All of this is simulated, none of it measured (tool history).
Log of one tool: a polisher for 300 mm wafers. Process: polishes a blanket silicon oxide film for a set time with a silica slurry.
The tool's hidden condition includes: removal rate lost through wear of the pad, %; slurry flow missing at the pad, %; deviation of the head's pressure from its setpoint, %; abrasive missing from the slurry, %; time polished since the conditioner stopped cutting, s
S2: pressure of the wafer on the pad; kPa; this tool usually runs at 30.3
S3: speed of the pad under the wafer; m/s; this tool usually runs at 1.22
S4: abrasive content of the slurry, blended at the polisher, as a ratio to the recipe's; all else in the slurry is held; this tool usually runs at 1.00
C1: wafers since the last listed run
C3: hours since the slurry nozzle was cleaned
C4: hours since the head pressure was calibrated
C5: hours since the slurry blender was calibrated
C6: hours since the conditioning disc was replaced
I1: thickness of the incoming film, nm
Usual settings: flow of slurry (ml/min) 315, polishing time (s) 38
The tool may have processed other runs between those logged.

Run 1, hour 0.0: usual settings; C1 0; wafers polished on this pad 746; C3 140.7; C4 1389.5; C5 247.9; C6 277.3; I1 1368.8. Result: film removed (Å) 1168.
At hour 30.2: head pressure recalibrated.
Run 2, hour 74.0: usual settings; C1 529; wafers polished on this pad 1276; C3 214.7; C4 43.8; C5 321.9; C6 351.3; I1 1385.9. Result: film removed (Å) 1125.
Run 3, hour 149.7: usual settings; C1 557; wafers polished on this pad 1833; C3 290.4; C4 119.5; C5 397.6; C6 427.0; I1 1379.6. Result: film removed (Å) 1128.
Run 4, hour 240.6: usual settings but flow of slurry (ml/min) 255, S3 0.82 m/s; C1 668; wafers polished on this pad 2502; C3 381.3; C4 210.4; C5 488.5; C6 517.9; I1 1380.5. Result: film removed (Å) 914.
Run 5, hour 344.0: usual settings but polishing time (s) 33; C1 760; wafers polished on this pad 3263; C3 484.7; C4 313.8; C5 591.9; C6 621.3; I1 1383.6. Result: film removed (Å) 983.
At hour 428.2: conditioning disc replaced and pad reconditioned.
Run 6, hour 443.7: usual settings but flow of slurry (ml/min) 420, S3 0.92 m/s, polishing time (s) 32; C1 718; wafers polished on this pad 3981; C3 584.4; C4 413.5; C5 691.6; C6 15.5; I1 1371.0. Result: film removed (Å) 825.
At hour 493.7: slurry blender recalibrated.
Run 7, hour 507.7: usual settings but S4 1.10; C1 456; wafers polished on this pad 4438; C3 648.4; C4 477.5; C5 14.0; C6 79.5; I1 1382.3. Result: film removed (Å) 1232.
At hour 541.0: worn pad replaced by a new one.
Run 8, hour 768.3: usual settings but flow of slurry (ml/min) 275, S3 1.10 m/s, S4 0.85, polishing time (s) 48; C1 1888; wafers polished on this pad 1672; C3 909.0; C4 738.1; C5 274.6; C6 340.1; I1 1379.9. Result: film removed (Å) 1209.
At hour 801.4: slurry nozzle cleaned.
Run 9, hour 811.5: usual settings but flow of slurry (ml/min) 365, S2 39.3 kPa, polishing time (s) 49; C1 310; wafers polished on this pad 1983; C3 10.1; C4 781.3; C5 317.8; C6 383.3; I1 1410.1. Result: film removed (Å) 1850.
Run 10, hour 870.7: usual settings but S4 0.80; C1 435; wafers polished on this pad 2418; C3 69.3; C4 840.5; C5 377.0; C6 442.5; I1 1361.6. Result: film removed (Å) 970.
Run 11, hour 913.2: usual settings but flow of slurry (ml/min) 415; C1 312; wafers polished on this pad 2731; C3 111.8; C4 883.0; C5 419.5; C6 485.0; I1 1378.6. Result: film removed (Å) 1148.
Run 12, hour 986.0: usual settings; C1 535; wafers polished on this pad 3267; C3 184.6; C4 955.8; C5 492.3; C6 557.8; I1 1375.6. Result: film removed (Å) 1143.
At hour 1016.8: conditioning disc replaced and pad reconditioned.
Run 13, hour 1067.0: usual settings but S3 1.44 m/s, polishing time (s) 43; C1 581; wafers polished on this pad 3848; C3 265.6; C4 1036.8; C5 573.3; C6 50.2; I1 1391.0. Result: film removed (Å) 1357.
At hour 1142.7: slurry blender recalibrated.
Run 14, hour 1143.2: usual settings; C1 545; wafers polished on this pad 4394; C3 341.8; C4 1113.0; C5 0.5; C6 126.4; I1 1378.0. Result: film removed (Å) 1161.
At hour 1162.5: worn pad replaced by a new one.
Run 15, hour 1242.5: usual settings but flow of slurry (ml/min) 255, S2 27.6 kPa, S3 0.82 m/s; C1 701; wafers polished on this pad 588; C3 441.1; C4 1212.3; C5 99.8; C6 225.7; I1 1368.9. Result: film removed (Å) 863.
At hour 1275.4: head pressure recalibrated.
Run 16, hour 1322.8: usual settings but flow of slurry (ml/min) 415; C1 576; wafers polished on this pad 1164; C3 521.4; C4 47.4; C5 180.1; C6 306.0; I1 1349.5. Result: film removed (Å) 1184.
Run 17, hour 1403.7: usual settings but S3 0.82 m/s, polishing time (s) 29; C1 595; wafers polished on this pad 1759; C3 602.3; C4 128.3; C5 261.0; C6 386.9; I1 1399.6. Result: film removed (Å) 724.
Run 18, hour 1454.6: usual settings but flow of slurry (ml/min) 230, S2 35.2 kPa, S3 0.90 m/s, S4 0.90; C1 374; wafers polished on this pad 2134; C3 653.2; C4 179.2; C5 311.9; C6 437.8; I1 1373.4. Result: film removed (Å) 1011.
At hour 1542.9: slurry nozzle cleaned.
Run 19, hour 1560.7: usual settings; C1 773; wafers polished on this pad 2907; C3 17.8; C4 285.3; C5 418.0; C6 543.9; I1 1386.7. Result: film removed (Å) 1094.
Run 20, hour 1638.5: usual settings but S3 1.00 m/s; C1 572; wafers polished on this pad 3480; C3 95.6; C4 363.1; C5 495.8; C6 621.7; I1 1392.7. Result: film removed (Å) 999.
At hour 1715.6: conditioning disc replaced and pad reconditioned.
Run 21, hour 1745.4: usual settings but flow of slurry (ml/min) 365, polishing time (s) 26; C1 771; wafers polished on this pad 4252; C3 202.5; C4 470.0; C5 602.7; C6 29.8; I1 1371.3. Result: film removed (Å) 736.
At hour 1786.2: slurry blender recalibrated.
At hour 1839.3: worn pad replaced by a new one.
Run 22, hour 1839.8: usual settings; C1 650; wafers polished on this pad 3; C3 296.9; C4 564.4; C5 53.6; C6 124.2; I1 1362.7. Result: film removed (Å) 1178.
Run 23, hour 1912.6: usual settings but flow of slurry (ml/min) 390, S2 24.8 kPa, polishing time (s) 27; C1 535; wafers polished on this pad 539; C3 369.7; C4 637.2; C5 126.4; C6 197.0; I1 1408.9. Result: film removed (Å) 712.
Run 24, hour 1984.4: usual settings but flow of slurry (ml/min) 390, S2 22.8 kPa, S3 1.48 m/s, polishing time (s) 50; C1 528; wafers polished on this pad 1067; C3 441.5; C4 709.0; C5 198.2; C6 268.8; I1 1356.2. Result: film removed (Å) 1365.
Run 25, hour 2050.2: usual settings but S4 0.90; C1 484; wafers polished on this pad 1551; C3 507.3; C4 774.8; C5 264.0; C6 334.6; I1 1377.0. Result: film removed (Å) 1049.

Branching from run 25: 4 alternative next runs. What would each branch give?
Run A, hour 2050.6: usual settings; C1 2; wafers polished on this pad 1554; C3 507.7; C4 775.2; C5 264.4; C6 335.0; I1 1392.9. Result: film removed (Å) ?.
Run B, hour 2050.6: usual settings but S2 26.9 kPa, S3 1.40 m/s, S4 0.70; C1 2; wafers polished on this pad 1554; C3 507.7; C4 775.2; C5 264.4; C6 335.0; I1 1392.9. Result: film removed (Å) ?.
Run C, hour 2050.6: usual settings but S3 0.98 m/s, S4 1.15; C1 2; wafers polished on this pad 1554; C3 507.7; C4 775.2; C5 264.4; C6 335.0; I1 1392.9. Result: film removed (Å) ?.
Run D, hour 2050.6: usual settings but flow of slurry (ml/min) 235, S2 40.7 kPa, S4 1.25; C1 2; wafers polished on this pad 1554; C3 507.7; C4 775.2; C5 264.4; C6 335.0; I1 1392.9. Result: film removed (Å) ?.

run  film removed (Å)
  A              1144
  B               868
  C              1103
  D              1624
What these runs would have given with no unlogged condition in the tool:
run  film removed (Å)
  A              1177
  B               900
  C              1132
  D              1664

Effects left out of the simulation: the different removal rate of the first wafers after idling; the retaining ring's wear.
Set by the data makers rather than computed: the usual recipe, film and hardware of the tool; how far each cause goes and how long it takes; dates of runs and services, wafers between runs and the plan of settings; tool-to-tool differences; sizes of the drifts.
